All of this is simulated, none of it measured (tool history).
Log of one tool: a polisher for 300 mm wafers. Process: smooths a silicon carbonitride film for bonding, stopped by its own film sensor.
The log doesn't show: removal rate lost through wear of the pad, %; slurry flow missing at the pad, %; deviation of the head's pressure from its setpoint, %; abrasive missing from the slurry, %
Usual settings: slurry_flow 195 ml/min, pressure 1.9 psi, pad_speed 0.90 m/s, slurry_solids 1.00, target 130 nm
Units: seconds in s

| run | hour | slurry_flow | pressure | pad_speed | slurry_solids | target | wafers since the last listed run | wafers polished on this pad | hours since the slurry nozzle was cleaned | hours since the head pressure was calibrated | hours since the slurry blender was calibrated | incoming thickness of the incoming film, nm | seconds |
|---|---|---|---|---|---|---|---|---|---|---|---|---|---|
| 1 | 0.0 | 195 | 1.9 | 0.90 | 1.00 | 130 | 0 | 83 | 157.5 | 377.1 | 61.8 | 159.9 | 156.9 |
| 2 | 9.9 | 195 | 1.9 | 0.90 | 1.00 | 130 | 101 | 185 | 167.4 | 387.0 | 71.7 | 161.8 | 169.0 |
| 3 | 18.4 | 195 | 1.9 | 0.90 | 1.00 | 130 | 87 | 272 | 175.9 | 395.5 | 80.2 | 160.6 | 166.8 |
| 4 | 33.8 | 195 | 1.9 | 0.90 | 0.85 | 130 | 157 | 429 | 191.3 | 410.9 | 95.6 | 161.8 | 188.6 |
|  | 41.8 | slurry blender recalibrated |
| 5 | 44.9 | 195 | 1.9 | 0.90 | 0.85 | 130 | 93 | 523 | 202.4 | 422.0 | 3.1 | 161.7 | 176.3 |
| 6 | 62.5 | 195 | 1.9 | 0.66 | 1.10 | 130 | 180 | 703 | 220.0 | 439.6 | 20.7 | 159.6 | 189.1 |
| 7 | 72.3 | 195 | 1.9 | 0.66 | 1.10 | 130 | 100 | 803 | 229.8 | 449.4 | 30.5 | 161.5 | 205.5 |
| 8 | 79.9 | 145 | 1.9 | 0.90 | 1.00 | 130 | 77 | 881 | 237.4 | 457.0 | 38.1 | 158.9 | 159.2 |
| 9 | 89.6 | 145 | 1.9 | 0.90 | 1.00 | 130 | 99 | 981 | 247.1 | 466.7 | 47.8 | 158.1 | 155.7 |
| 10 | 100.0 | 145 | 1.9 | 0.90 | 1.00 | 130 | 106 | 1087 | 257.5 | 477.1 | 58.2 | 161.9 | 180.9 |
|  | 114.1 | worn pad replaced by a new one |
| 11 | 115.9 | 195 | 1.9 | 0.90 | 1.00 | 130 | 121 | 18 | 273.4 | 493.0 | 74.1 | 157.3 | 150.7 |
| 12 | 130.4 | 195 | 1.9 | 0.90 | 0.90 | 124 | 148 | 166 | 287.9 | 507.5 | 88.6 | 159.9 | 207.6 |
|  | 140.4 | slurry blender recalibrated |
| 13 | 144.3 | 195 | 1.9 | 0.90 | 1.00 | 133 | 121 | 288 | 301.8 | 521.4 | 3.9 | 159.7 | 136.4 |
| 14 | 155.3 | 160 | 1.9 | 0.90 | 1.00 | 130 | 112 | 401 | 312.8 | 532.4 | 14.9 | 157.9 | 148.4 |
| 15 | 161.5 | 195 | 1.9 | 0.90 | 1.00 | 130 | 63 | 465 | 319.0 | 538.6 | 21.1 | 159.6 | 153.1 |
| 16 | 170.8 | 195 | 1.9 | 0.90 | 1.00 | 130 | 95 | 560 | 328.3 | 547.9 | 30.4 | 160.8 | 163.0 |
| 17 | 177.3 | 175 | 1.9 | 0.90 | 1.00 | 130 | 66 | 626 | 334.8 | 554.4 | 36.9 | 163.6 | 178.2 |
| 18 | 188.3 | 195 | 1.7 | 0.90 | 1.00 | 130 | 112 | 739 | 345.8 | 565.4 | 47.9 | 159.3 | 170.7 |
| 19 | 199.2 | 195 | 1.9 | 0.90 | 1.00 | 130 | 111 | 851 | 356.7 | 576.3 | 58.8 | 159.6 | 159.2 |
| 20 | 206.1 | 195 | 2.2 | 1.02 | 1.15 | 125 | 70 | 921 | 363.6 | 583.2 | 65.7 | 161.4 | 151.3 |
| 21 | 216.3 | 195 | 1.9 | 1.18 | 1.00 | 130 | 104 | 1026 | 373.8 | 593.4 | 75.9 | 159.5 | 130.1 |
|  | 220.7 | head pressure recalibrated |
|  | 224.2 | slurry nozzle cleaned |
| 22 | 226.3 | 135 | 1.9 | 0.76 | 1.30 | 130 | 71 | 1098 | 2.1 | 5.6 | 85.9 | 160.9 | 188.3 |
|  | 242.4 | slurry blender recalibrated |
| 23 | 242.9 | 195 | 1.9 | 0.90 | 0.90 | 130 | 149 | 1247 | 18.7 | 22.2 | 0.5 | 160.2 | 159.6 |
| 24 | 259.4 | 195 | 1.7 | 0.90 | 1.00 | 135 | 169 | 1416 | 35.2 | 38.7 | 17.0 | 159.9 | 136.6 |
|  | 264.1 | worn pad replaced by a new one |
| 25 | 274.6 | 195 | 1.9 | 0.90 | 1.00 | 130 | 114 | 107 | 50.4 | 53.9 | 32.2 | 160.7 | 159.1 |
| 26 | 287.4 | 195 | 2.2 | 0.90 | 0.85 | 130 | 131 | 238 | 63.2 | 66.7 | 45.0 | 160.7 | 156.3 |
| 27 | 297.8 | 195 | 1.9 | 1.06 | 1.15 | 130 | 106 | 344 | 73.6 | 77.1 | 55.4 | 161.2 | 140.2 |

The next listed run, before its measurement:
| 28 | 311.8 | 225 | 1.9 | 0.90 | 1.00 | 126 | 143 | 488 | 87.6 | 91.1 | 69.4 | 158.2 | ? |

{"run 28": {"seconds": 171.3}}
Without the tool's hidden state the same run would have given seconds 160.9 s.

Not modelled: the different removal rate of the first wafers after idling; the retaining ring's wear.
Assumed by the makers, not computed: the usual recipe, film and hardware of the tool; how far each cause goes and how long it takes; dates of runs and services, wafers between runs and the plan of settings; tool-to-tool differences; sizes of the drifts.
